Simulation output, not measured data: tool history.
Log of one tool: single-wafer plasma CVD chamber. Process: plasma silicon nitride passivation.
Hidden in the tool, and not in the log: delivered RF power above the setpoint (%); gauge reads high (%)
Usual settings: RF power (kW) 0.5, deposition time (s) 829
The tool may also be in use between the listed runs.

run     day  RF power (kW)  deposition time (s)  wafers since the last listed run  hours since the last RF generator calibration  hours since the showerhead was replaced  hours since the gauge calibration  read-back reference wafer on the same gauge, thickness_nm  mean film thickness on the monitor wafer (angstrom)
  1       0          0.465                  829                                 0                                         1183.7                                   4023.2                              378.1                                                   1310.216                                             11180.09
  2   0.588          0.465                  829                                34                                         1197.8                                   4037.3                              392.2                                                   1310.348                                              11170.6
  3   1.396            0.5                  829                                47                                         1217.2                                   4056.7                              411.6                                                   1310.721                                             11411.34
  4   1.992            0.5                  829                                35                                         1231.5                                     4071                              425.9                                                   1309.989                                             11370.45
  5   2.717            0.5                  792                                42                                         1248.9                                   4088.4                              443.3                                                   1309.996                                             10885.63
  6   3.629            0.5                  792                                53                                         1270.8                                   4110.3                              465.2                                                   1310.596                                             10877.73
  7   4.554            0.5                  792                                54                                           1293                                   4132.5                              487.4                                                    1309.56                                             10874.83
  8   5.258            0.5                  829                                41                                         1309.9                                   4149.4                              504.3                                                   1308.987                                             11376.99
  9   5.825            0.5                  829                                33                                         1323.5                                     4163                              517.9                                                   1309.158                                             11430.89
 10  10.033            0.5                  829                               247                                         1424.5                                     4264                              618.9                                                   1310.467                                             11396.54
     13.238  -- gauge calibrated
 11   13.45            0.5                  829                               201                                         1506.5                                     4346                                5.1                                                   1310.809                                             11384.34
 12  14.021            0.5                  829                                33                                         1520.2                                   4359.7                               18.8                                                   1309.825                                             11410.02
     14.921  -- showerhead replaced
 13  14.942            0.5                  785                                34                                         1542.3                                      0.5                               40.9                                                   1310.624                                             10786.86
 14  15.525            0.5                  785                                34                                         1556.3                                     14.5                               54.9                                                   1309.816                                             10763.12
 15  16.475            0.5                  829                                55                                         1579.1                                     37.3                               77.7                                                   1310.169                                             11432.31
 16  17.904            0.5                  829                                84                                         1613.4                                     71.6                                112                                                   1309.628                                              11377.4
 17  18.683            0.5                  756                                45                                         1632.1                                     90.3                              130.7                                                   1310.796                                             10427.13
 18  19.583            0.5                  829                                53                                         1653.7                                    111.9                              152.3                                                   1309.643                                             11360.35
 19  20.638            0.5                  829                                62                                           1679                                    137.2                              177.6                                                   1310.306                                             11382.02
     21.867  -- RF generator calibrated
 20  24.654            0.5                  829                               216                                           66.9                                    233.6                                274                                                   1309.214                                             11613.52
 21  26.017           0.56                  874                                80                                           99.6                                    266.3                              306.7                                                   1311.003                                              12625.6
 22  27.179          0.405                  965                                68                                          127.5                                    294.2                              334.6                                                   1309.719                                             12703.76

Forecast run 23:
 23  28.012          0.575                  943                                49                                          147.5                                    314.2                              354.6                                                          ?                                                    ?

Run 23 gave read-back reference wafer on the same gauge, thickness_nm 1309.911, mean film thickness on the monitor wafer (angstrom) 13721.44.
Without the tool's hidden state the same run would have given mean film thickness on the monitor wafer (angstrom) 13825.92.

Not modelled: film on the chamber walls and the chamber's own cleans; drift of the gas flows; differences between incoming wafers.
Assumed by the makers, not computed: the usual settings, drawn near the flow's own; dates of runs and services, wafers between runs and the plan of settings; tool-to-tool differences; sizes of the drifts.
